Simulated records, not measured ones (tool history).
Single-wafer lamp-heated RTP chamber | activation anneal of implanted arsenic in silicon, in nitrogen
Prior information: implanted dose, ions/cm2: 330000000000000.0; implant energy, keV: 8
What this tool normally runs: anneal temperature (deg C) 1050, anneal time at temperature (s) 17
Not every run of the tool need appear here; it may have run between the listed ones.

run	hour	anneal temperature (deg C)	anneal time at temperature (s)	wafers since the last listed run	wafers since the last pyrometer calibration	wafers since the reflector plate was cleaned	hours since the gauge calibration	read-back reference wafer on the same gauge, sheet resistance	sheet resistance of the implanted and annealed layer (ohm/square)
1	0	1044	20	0	3818	3259	246.7	322.01	277.87
2	66.1	1050	17	1227	5045	4486	312.8	322	277.3
3	145.2	1050	10	1468	6514	5954	391.9	321.81	284.73
# hour 305: pyrometer window cleaned and pyrometer calibrated
4	458.2	1050	10	5662	2844	11617	704.9	321.99	287.18
# hour 492.6: reflector plate cleaned
5	533.6	1050	23	1251	4096	760	780.3	321.86	273.57
6	628.4	1050	23	1760	5856	2520	875.1	321.82	271.16
# hour 803: pyrometer window cleaned and pyrometer calibrated
7	849.1	1061	17	3949	856	6469	1095.8	322.1	275.95
8	888.7	1061	17	735	1591	7205	1135.4	322.29	275.42
9	931.1	1061	17	787	2378	7992	1177.8	322.04	276.23
10	1018.4	1037	17	1620	3999	9613	1265.1	322.03	283.11
11	1104.5	1037	17	1598	5597	11211	1351.2	322.17	280.68
# hour 1130.3: reflector plate cleaned
# hour 1149.3: gauge calibrated
12	1203.7	1037	17	1693	7291	1362	54.4	322.1	281.55
# hour 1264.8: pyrometer window cleaned and pyrometer calibrated
13	1265.3	1050	17	995	8	2357	116	321.9	280.34
14	1335.9	1050	17	1310	1319	3668	186.6	321.88	278.78
15	1381.4	1050	8	844	2164	4513	232.1	321.98	290.48
16	1544.2	1061	17	3022	5187	7535	394.9	321.92	273.48
17	1601.6	1021	21	1065	6252	8601	452.3	321.9	284.11
18	1658.9	1067	20	1063	7316	9665	509.6	322.02	269.02
# hour 1699.2: pyrometer window cleaned and pyrometer calibrated
19	1721.4	1041	26	1011	411	10677	572.1	321.85	276
# hour 1772.3: reflector plate cleaned
20	1824.5	1073	9	1765	2177	969	675.2	322.06	282.07
21	1866	1050	17	770	2948	1739	716.7	321.96	279.45
22	1937.8	1041	10	1333	4281	3072	788.5	322.18	287.79
23	1994.3	1025	10	1048	5330	4121	845	322.21	293.77
24	2055.1	1068	22	1128	6459	5250	905.8	322.05	266.54
25	2110.9	1075	11	1036	7495	6286	961.6	321.99	274.18
26	2166.6	1033	10	1034	8529	7320	1017.3	322.39	289.02
# hour 2186.7: pyrometer window cleaned and pyrometer calibrated
27	2262.4	1050	14	1630	1405	8950	1113.1	322.32	284

Here are 4 independent what-if runs from the current tool condition. What would each one return?
# hour 2262.4: gauge calibrated
A	2262.8	1050	17	7	1412	8958	0.4	?	?
# hour 2262.4: gauge calibrated
B	2262.8	1024	22	7	1412	8958	0.4	?	?
# hour 2262.4: gauge calibrated
C	2262.8	1034	17	7	1412	8958	0.4	?	?
# hour 2262.4: gauge calibrated
D	2262.8	1058	25	7	1412	8958	0.4	?	?

run	read-back reference wafer on the same gauge, sheet resistance	sheet resistance of the implanted and annealed layer (ohm/square)
A	322.14	280.04
B	322.14	284.83
C	322.14	285.23
D	322.14	271.18
Without the tool's hidden state the same runs would have given:
run	sheet resistance of the implanted and annealed layer (ohm/square)
A	280.84
B	285.58
C	285.97
D	272.05
